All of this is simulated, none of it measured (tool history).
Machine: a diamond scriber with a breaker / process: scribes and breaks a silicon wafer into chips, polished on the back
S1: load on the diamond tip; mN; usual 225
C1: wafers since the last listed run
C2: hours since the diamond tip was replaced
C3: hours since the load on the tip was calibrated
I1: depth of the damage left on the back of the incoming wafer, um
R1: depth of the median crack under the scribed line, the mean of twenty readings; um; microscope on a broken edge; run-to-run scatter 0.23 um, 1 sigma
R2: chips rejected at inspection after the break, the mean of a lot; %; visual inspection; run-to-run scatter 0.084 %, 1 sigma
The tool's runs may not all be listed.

Run 1, hour 0: usual settings; C1 0; C2 313.3; C3 310.7; I1 0.04. Result: R1 14.67 um, R2 2.03 %.
Run 2, hour 64.1: usual settings; C1 262; C2 377.4; C3 374.8; I1 0.04. Result: R1 14.73 um, R2 2.2 %.
Run 3, hour 143.4: usual settings; C1 324; C2 456.7; C3 454.1; I1 0.04. Result: R1 14.74 um, R2 2.38 %.
Run 4, hour 241.6: usual settings; C1 401; C2 554.9; C3 552.3; I1 0.03. Result: R1 14.7 um, R2 2.49 %.
Run 5, hour 286.9: usual settings; C1 185; C2 600.2; C3 597.6; I1 0.02. Result: R1 15.02 um, R2 2.67 %.
Run 6, hour 332.8: usual settings; C1 187; C2 646.1; C3 643.5; I1 0.04. Result: R1 14.48 um, R2 2.57 %.
Run 7, hour 400: usual settings but S1 188 mN; C1 275; C2 713.3; C3 710.7; I1 0.05. Result: R1 13.25 um, R2 1.57 %.
At hour 448.9: load on the tip recalibrated.
Run 8, hour 460.7: usual settings but S1 188 mN; C1 240; C2 774; C3 11.8; I1 0.03. Result: R1 12.09 um, R2 2.85 %.
At hour 466.3: diamond tip replaced by a new one, of another model than before.
Run 9, hour 556.1: usual settings but S1 188 mN; C1 382; C2 89.8; C3 107.2; I1 0.03. Result: R1 11.83 um, R2 2.63 %.
Run 10, hour 642: usual settings but S1 248 mN; C1 351; C2 175.7; C3 193.1; I1 0.03. Result: R1 15.76 um, R2 3.59 %.
Run 11, hour 698.1: usual settings but S1 267 mN; C1 229; C2 231.8; C3 249.2; I1 0.02. Result: R1 16.63 um, R2 6.34 %.
Run 12, hour 790.7: usual settings but S1 267 mN; C1 379; C2 324.4; C3 341.8; I1 0.03. Result: R1 17.3 um, R2 7.47 %.
Run 13, hour 843.6: usual settings but S1 278 mN; C1 216; C2 377.3; C3 394.7; I1 0.02. Result: R1 17.39 um, R2 9.36 %.
Run 14, hour 944: usual settings but S1 164 mN; C1 411; C2 477.7; C3 495.1; I1 0.03. Result: R1 11.27 um, R2 4.35 %.
Run 15, hour 1007.5: usual settings but S1 176 mN; C1 259; C2 541.2; C3 558.6; I1 0.04. Result: R1 12.75 um, R2 2.59 %.
Run 16, hour 1066.6: usual settings but S1 271 mN; C1 241; C2 600.3; C3 617.7; I1 0.01. Result: R1 17.66 um, R2 8.73 %.
Run 17, hour 1132.1: usual settings but S1 179 mN; C1 268; C2 665.8; C3 683.2; I1 0.02. Result: R1 12.32 um, R2 2.31 %.
At hour 1181.4: diamond tip replaced by a new one.
At hour 1185.7: load on the tip recalibrated.
Run 18, hour 1214.8: usual settings but S1 198 mN; C1 322; C2 33.4; C3 29.1; I1 0.05. Result: R1 12.4 um, R2 2.59 %.
Run 19, hour 1308.2: usual settings but S1 284 mN; C1 382; C2 126.8; C3 122.5; I1 0.04. Result: R1 16.57 um, R2 7.07 %.
Run 20, hour 1409.5: usual settings; C1 414; C2 228.1; C3 223.8; I1 0.04. Result: R1 14.62 um, R2 2.09 %.
Run 21, hour 1483.1: usual settings but S1 167 mN; C1 301; C2 301.7; C3 297.4; I1 0.03. Result: R1 11.58 um, R2 4.9 %.
Run 22, hour 1610.1: usual settings; C1 519; C2 428.7; C3 424.4; I1 0.03. Result: R1 14.41 um, R2 2.6 %.

Forecast run 23:
Run 23, hour 1713.3: usual settings; C1 422; C2 531.9; C3 527.6; I1 0.02. Result: R1 ?, R2 ?.

{"run 23": {"R1": 15.07, "R2": 2.57}}
Take away the tool's hidden state, keep the run-to-run variation as it was, and the same run would have given R1 13.61 um, R2 1.53 %.

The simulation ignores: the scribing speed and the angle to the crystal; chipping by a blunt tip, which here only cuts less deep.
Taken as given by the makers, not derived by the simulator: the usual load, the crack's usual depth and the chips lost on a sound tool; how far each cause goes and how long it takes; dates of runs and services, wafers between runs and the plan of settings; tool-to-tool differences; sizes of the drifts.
